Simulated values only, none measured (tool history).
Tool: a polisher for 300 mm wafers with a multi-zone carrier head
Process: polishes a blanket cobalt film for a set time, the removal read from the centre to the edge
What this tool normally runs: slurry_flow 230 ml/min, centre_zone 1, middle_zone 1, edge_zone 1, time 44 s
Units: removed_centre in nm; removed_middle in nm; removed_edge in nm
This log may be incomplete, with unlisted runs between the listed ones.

run	hour	slurry_flow	centre_zone	middle_zone	edge_zone	time	wafers since the last listed run	wafers polished on this pad	hours since the slurry nozzle was cleaned	hours since the centre zone pressure was calibrated	hours since the edge zone pressure was calibrated	hours since the carrier head's membrane was replaced	incoming thickness of the incoming film, nm	removed_centre	removed_middle	removed_edge
1	0	230	1	1	1	44	0	666	201.9	981.1	862.4	252.3	1188.7	225	238.3	238.7
# hour 57.2: slurry nozzle cleaned
2	76.8	230	1	1	1	44	811	1477	19.6	1057.9	939.2	329.1	1173.9	221	235.2	232.2
# hour 142: worn pad replaced by a new one
3	146.5	230	1	1	1	44	703	47	89.3	1127.6	1008.9	398.8	1173.5	219.8	240.4	231.6
4	194.3	230	1	1	1	44	511	559	137.1	1175.4	1056.7	446.6	1199.3	219.2	240.2	241.5
5	254.6	230	1	1	1	44	645	1204	197.4	1235.7	1117	506.9	1186.3	218.9	233.9	237.4
# hour 282.9: slurry nozzle cleaned
6	315	175	1	0.95	1	44	635	1840	32.1	1296.1	1177.4	567.3	1189.1	208.5	222.2	236.1
7	351.8	175	1	0.95	1	44	393	2234	68.9	1332.9	1214.2	604.1	1184.5	209.6	222.8	236
# hour 363.2: edge zone pressure recalibrated
# hour 401.7: worn pad replaced by a new one
8	402.1	230	1	1	1	44	474	4	119.2	1383.2	38.9	654.4	1206.2	211.1	237.4	230.2
# hour 422.4: carrier head's membrane replaced by a new one
9	454.4	230	1	1	1	44	506	510	171.5	1435.5	91.2	32	1198.6	209.4	238.2	242.7
# hour 480.5: slurry nozzle cleaned
10	524.5	260	1	1	1	44	739	1250	44	1505.6	161.3	102.1	1202.8	208.3	241.2	240.3
# hour 535.8: centre zone pressure recalibrated
11	558.6	155	0.95	1	0.96	51	343	1593	78.1	22.8	195.4	136.2	1191.6	247.7	264.8	260.4
12	588.4	175	1.09	1.06	1	44	318	1912	107.9	52.6	225.2	166	1206.7	243.4	246.3	238.1
# hour 619.3: worn pad replaced by a new one
13	658.1	150	1.1	0.95	1	44	703	415	177.6	122.3	294.9	235.7	1179.1	239.2	223.1	237.7
# hour 689.8: slurry nozzle cleaned
14	778.4	230	1	1	1	44	1276	1692	88.6	242.6	415.2	356	1197.4	233.4	235.9	234.9
# hour 842.7: worn pad replaced by a new one
15	843.2	160	1	0.9	1.04	56	650	4	153.4	307.4	480	420.8	1182.9	279.5	270.1	300.5
16	874.4	230	1	1	1	44	333	338	184.6	338.6	511.2	452	1195.9	234	234.9	241.4
# hour 931.1: slurry nozzle cleaned
17	943.6	260	1	1	1	44	729	1068	12.5	407.8	580.4	521.2	1172.2	236.7	240	238.7
# hour 969.3: carrier head's membrane replaced by a new one
18	998.3	230	1	1	0.91	35	531	1600	67.2	462.5	635.1	29	1199.4	182.8	194.7	179.1
# hour 1070: worn pad replaced by a new one
19	1070.5	230	1.04	1	1	44	729	5	139.4	534.7	707.3	101.2	1200.7	239	236.4	241.4
20	1121.2	230	1	1.05	1.05	44	542	548	190.1	585.4	758	151.9	1187	233	244.7	246.8
21	1158.2	230	1	1	1	44	395	943	227.1	622.4	795	188.9	1212	230.4	235.2	237.9

Across each entry between runs, compare the hidden state at the last listed run before it with the hidden state at the first listed run after it:
After run 1, before run 2: slurry nozzle cleaned (hour 57.2)
  deviation of the centre zone's pressure from its setpoint, %: -6.5 -> -7.56
  measured minus no-state result, removed_centre: -12.5 -> -14.5 nm
After run 2, before run 3: worn pad replaced by a new one (hour 142)
  deviation of the centre zone's pressure from its setpoint, %: -7.56 -> -8.58
  measured minus no-state result, removed_centre: -14.5 -> -16.6 nm
After run 5, before run 6: slurry nozzle cleaned (hour 282.9)
  deviation of the centre zone's pressure from its setpoint, %: -10.3 -> -11.3
  measured minus no-state result, removed_centre: -20 -> -21.2 nm
After run 7, before run 8: edge zone pressure recalibrated (hour 363.2); worn pad replaced by a new one (hour 401.7)
  deviation of the centre zone's pressure from its setpoint, %: -12 -> -12.9
  measured minus no-state result, removed_centre: -22.8 -> -24.9 nm
After run 8, before run 9: carrier head's membrane replaced by a new one (hour 422.4)
  deviation of the centre zone's pressure from its setpoint, %: -12.9 -> -13.9
  measured minus no-state result, removed_centre: -24.9 -> -26.8 nm
After run 9, before run 10: slurry nozzle cleaned (hour 480.5)
  deviation of the centre zone's pressure from its setpoint, %: -13.9 -> -15.3
  measured minus no-state result, removed_centre: -26.8 -> -29.7 nm
After run 10, before run 11: centre zone pressure recalibrated (hour 535.8)
  deviation of the centre zone's pressure from its setpoint, %: -15.3 -> -1.52
  measured minus no-state result, removed_centre: -29.7 -> -3.1 nm
After run 12, before run 13: worn pad replaced by a new one (hour 619.3)
  deviation of the centre zone's pressure from its setpoint, %: -1.53 -> -1.61
  measured minus no-state result, removed_centre: -3 -> -3.2 nm
After run 13, before run 14: slurry nozzle cleaned (hour 689.8)
  deviation of the centre zone's pressure from its setpoint, %: -1.61 -> -1.91
  measured minus no-state result, removed_centre: -3.2 -> -3.7 nm
After run 14, before run 15: worn pad replaced by a new one (hour 842.7)
  deviation of the centre zone's pressure from its setpoint, %: -1.91 -> -2.15
  measured minus no-state result, removed_centre: -3.7 -> -5 nm
After run 16, before run 17: slurry nozzle cleaned (hour 931.1)
  deviation of the centre zone's pressure from its setpoint, %: -2.29 -> -2.64
  measured minus no-state result, removed_centre: -4.4 -> -5.2 nm
After run 17, before run 18: carrier head's membrane replaced by a new one (hour 969.3)
  deviation of the centre zone's pressure from its setpoint, %: -2.64 -> -2.96
  measured minus no-state result, removed_centre: -5.2 -> -4.5 nm
After run 18, before run 19: worn pad replaced by a new one (hour 1070)
  deviation of the centre zone's pressure from its setpoint, %: -2.96 -> -3.45
  measured minus no-state result, removed_centre: -4.5 -> -6.9 nm
